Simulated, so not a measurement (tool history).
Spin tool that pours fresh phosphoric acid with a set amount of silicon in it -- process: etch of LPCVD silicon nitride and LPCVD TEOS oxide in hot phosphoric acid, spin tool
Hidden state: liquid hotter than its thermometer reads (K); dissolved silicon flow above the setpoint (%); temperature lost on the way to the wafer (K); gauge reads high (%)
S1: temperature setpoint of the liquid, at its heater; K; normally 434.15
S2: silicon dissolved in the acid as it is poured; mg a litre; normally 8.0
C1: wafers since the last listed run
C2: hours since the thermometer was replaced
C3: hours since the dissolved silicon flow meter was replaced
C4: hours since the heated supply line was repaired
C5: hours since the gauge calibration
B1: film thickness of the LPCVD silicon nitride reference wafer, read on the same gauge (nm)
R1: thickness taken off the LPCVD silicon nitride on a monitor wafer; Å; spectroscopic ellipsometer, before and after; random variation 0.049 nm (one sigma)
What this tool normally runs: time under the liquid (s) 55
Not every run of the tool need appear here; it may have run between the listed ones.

{"run": 1, "day": 0.0, "S1": 434.15, "S2": 11.5, "time under the liquid (s)": 45, "C1": 0, "C2": 1742.2, "C3": 2336.3, "C4": 1681.4, "C5": 269.8, "B1": 130.0, "R1": 44.8}
{"run": 2, "day": 0.767, "S1": 434.15, "S2": 11.5, "time under the liquid (s)": 45, "C1": 210, "C2": 1760.6, "C3": 2354.7, "C4": 1699.8, "C5": 288.2, "B1": 129.98, "R1": 44.9}
{"run": 3, "day": 1.738, "S1": 434.15, "S2": 8.0, "time under the liquid (s)": 35, "C1": 266, "C2": 1783.9, "C3": 2378.0, "C4": 1723.1, "C5": 311.5, "B1": 129.98, "R1": 34.7}
{"run": 4, "day": 2.583, "S1": 434.15, "S2": 13.0, "time under the liquid (s)": 55, "C1": 232, "C2": 1804.2, "C3": 2398.3, "C4": 1743.4, "C5": 331.8, "B1": 130.0, "R1": 55.3}
{"run": 5, "day": 3.383, "S1": 432.15, "S2": 8.0, "time under the liquid (s)": 75, "C1": 219, "C2": 1823.4, "C3": 2417.5, "C4": 1762.6, "C5": 351.0, "B1": 129.99, "R1": 70.0}
{"run": 6, "day": 4.071, "S1": 432.15, "S2": 8.0, "time under the liquid (s)": 75, "C1": 188, "C2": 1839.9, "C3": 2434.0, "C4": 1779.1, "C5": 367.5, "B1": 130.01, "R1": 70.7}
{"run": 7, "day": 5.496, "S1": 434.15, "S2": 8.0, "time under the liquid (s)": 30, "C1": 391, "C2": 1874.1, "C3": 2468.2, "C4": 1813.3, "C5": 401.7, "B1": 130.01, "R1": 30.0}
{"day": 6.325, "done": "heated supply line repaired"}
{"run": 8, "day": 6.512, "S1": 434.15, "S2": 8.0, "time under the liquid (s)": 30, "C1": 267, "C2": 1898.5, "C3": 2492.6, "C4": 4.5, "C5": 426.1, "B1": 129.97, "R1": 30.2}
{"day": 7.717, "done": "dissolved silicon flow meter replaced"}
{"run": 9, "day": 7.738, "S1": 434.15, "S2": 8.0, "time under the liquid (s)": 40, "C1": 324, "C2": 1927.9, "C3": 0.5, "C4": 33.9, "C5": 455.5, "B1": 129.99, "R1": 40.0}
{"run": 10, "day": 9.038, "S1": 434.15, "S2": 8.0, "time under the liquid (s)": 40, "C1": 356, "C2": 1959.1, "C3": 31.7, "C4": 65.1, "C5": 486.7, "B1": 129.99, "R1": 39.8}
{"run": 11, "day": 9.679, "S1": 434.15, "S2": 3.0, "time under the liquid (s)": 75, "C1": 176, "C2": 1974.5, "C3": 47.1, "C4": 80.5, "C5": 502.1, "B1": 129.99, "R1": 75.0}
{"day": 9.8, "done": "thermometer replaced"}
{"day": 10.35, "done": "gauge calibrated"}
{"run": 12, "day": 10.754, "S1": 434.15, "S2": 8.0, "time under the liquid (s)": 55, "C1": 283, "C2": 22.9, "C3": 72.9, "C4": 106.3, "C5": 9.7, "B1": 130.0, "R1": 54.2}
{"run": 13, "day": 11.312, "S1": 434.15, "S2": 8.0, "time under the liquid (s)": 55, "C1": 153, "C2": 36.3, "C3": 86.3, "C4": 119.7, "C5": 23.1, "B1": 130.02, "R1": 54.8}
{"run": 14, "day": 11.929, "S1": 436.65, "S2": 14.0, "time under the liquid (s)": 55, "C1": 169, "C2": 51.1, "C3": 101.1, "C4": 134.5, "C5": 37.9, "B1": 130.01, "R1": 59.8}
{"run": 15, "day": 12.85, "S1": 434.15, "S2": 12.0, "time under the liquid (s)": 55, "C1": 252, "C2": 73.2, "C3": 123.2, "C4": 156.6, "C5": 60.0, "B1": 130.0, "R1": 54.5}
{"run": 16, "day": 14.233, "S1": 431.15, "S2": 10.5, "time under the liquid (s)": 80, "C1": 379, "C2": 106.4, "C3": 156.4, "C4": 189.8, "C5": 93.2, "B1": 130.0, "R1": 72.8}
{"run": 17, "day": 16.212, "S1": 434.15, "S2": 12.5, "time under the liquid (s)": 55, "C1": 543, "C2": 153.9, "C3": 203.9, "C4": 237.3, "C5": 140.7, "B1": 130.02, "R1": 55.5}
{"run": 18, "day": 16.767, "S1": 434.15, "S2": 5.5, "time under the liquid (s)": 55, "C1": 152, "C2": 167.2, "C3": 217.2, "C4": 250.6, "C5": 154.0, "B1": 130.01, "R1": 54.8}
{"run": 19, "day": 17.512, "S1": 431.15, "S2": 8.0, "time under the liquid (s)": 55, "C1": 204, "C2": 185.1, "C3": 235.1, "C4": 268.5, "C5": 171.9, "B1": 129.95, "R1": 49.6}
{"run": 20, "day": 18.342, "S1": 434.15, "S2": 10.5, "time under the liquid (s)": 55, "C1": 227, "C2": 205.0, "C3": 255.0, "C4": 288.4, "C5": 191.8, "B1": 129.99, "R1": 55.0}

What if the next run were any one of these 3? Each begins from the tool's condition after run 20:
{"run": "A", "day": 18.358, "S1": 434.15, "S2": 8.0, "time under the liquid (s)": 55, "C1": 4, "C2": 205.4, "C3": 255.4, "C4": 288.8, "C5": 192.2, "B1": "?", "R1": "?"}
{"run": "B", "day": 18.358, "S1": 432.15, "S2": 11.0, "time under the liquid (s)": 80, "C1": 4, "C2": 205.4, "C3": 255.4, "C4": 288.8, "C5": 192.2, "B1": "?", "R1": "?"}
{"run": "C", "day": 18.358, "S1": 434.15, "S2": 3.5, "time under the liquid (s)": 30, "C1": 4, "C2": 205.4, "C3": 255.4, "C4": 288.8, "C5": 192.2, "B1": "?", "R1": "?"}

run=A B1=130.03 R1=55.3
run=B B1=130.03 R1=75.2
run=C B1=130.03 R1=30.2
What these runs would have given with no unlogged condition in the tool:
run=A R1=55.3
run=B R1=75.2
run=C R1=30.2

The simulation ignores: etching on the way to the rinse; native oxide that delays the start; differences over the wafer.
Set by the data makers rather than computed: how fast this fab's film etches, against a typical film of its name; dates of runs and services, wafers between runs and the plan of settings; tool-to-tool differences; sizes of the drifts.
